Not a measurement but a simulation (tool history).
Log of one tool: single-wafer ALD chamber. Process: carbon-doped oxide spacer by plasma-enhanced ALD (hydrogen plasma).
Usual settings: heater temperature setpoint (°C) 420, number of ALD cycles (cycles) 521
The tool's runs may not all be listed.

run	hour	heater temperature setpoint (°C)	number of ALD cycles (cycles)	wafers since the last listed run	hours since the last thermocouple change	hours since the gauge calibration	read-back reference wafer on the same gauge, thickness_nm	mean film thickness on the monitor wafer (Å)
1	0.0	420	521	0	1381.1	543.3	22.499	263.34
2	66.3	420	521	57	1447.4	609.6	22.505	264.24
3	120.8	420	521	47	1501.9	664.1	22.514	265.07
4	184.7	420	521	55	1565.8	728.0	22.495	265.10
5	247.0	420	521	54	1628.1	790.3	22.495	263.96
6	381.5	411	521	117	1762.6	924.8	22.497	272.54
7	429.0	411	521	41	1810.1	972.3	22.516	273.01
8	474.3	420	521	39	1855.4	1017.6	22.504	263.67
9	536.4	420	521	54	1917.5	1079.7	22.504	264.99
10	577.4	420	521	35	1958.5	1120.7	22.489	265.94
11	635.8	420	521	51	2016.9	1179.1	22.488	264.64
# hour 702.0: thermocouple changed; heater temperature recalibrated
12	702.5	420	521	51	0.5	1245.8	22.513	259.18
13	765.1	420	521	54	63.1	1308.4	22.493	261.70
14	806.2	427	521	35	104.2	1349.5	22.504	254.30
15	872.6	427	521	58	170.6	1415.9	22.484	254.95
16	940.8	427	521	59	238.8	1484.1	22.499	253.74
17	1000.3	420	521	52	298.3	1543.6	22.507	262.68
18	1027.3	405	521	23	325.3	1570.6	22.507	275.75
# hour 1038.2: gauge calibrated
19	1077.7	431	592	44	375.7	39.5	22.487	286.65
20	1271.8	420	521	169	569.8	233.6	22.500	263.08
21	1298.6	425	614	23	596.6	260.4	22.500	303.06
22	1350.8	414	485	45	648.8	312.6	22.502	250.32
23	1383.1	420	592	28	681.1	344.9	22.500	299.01
24	1410.1	420	618	23	708.1	371.9	22.511	312.25
25	1437.1	420	521	23	735.1	398.9	22.505	263.35

Run 26 comes next. What will it give?
26	1491.0	420	521	47	789.0	452.8	?	?

read-back reference wafer on the same gauge, thickness_nm: 22.492
mean film thickness on the monitor wafer (Å): 262.86
Without the tool's hidden state the same run would have given mean film thickness on the monitor wafer (Å) 259.56.
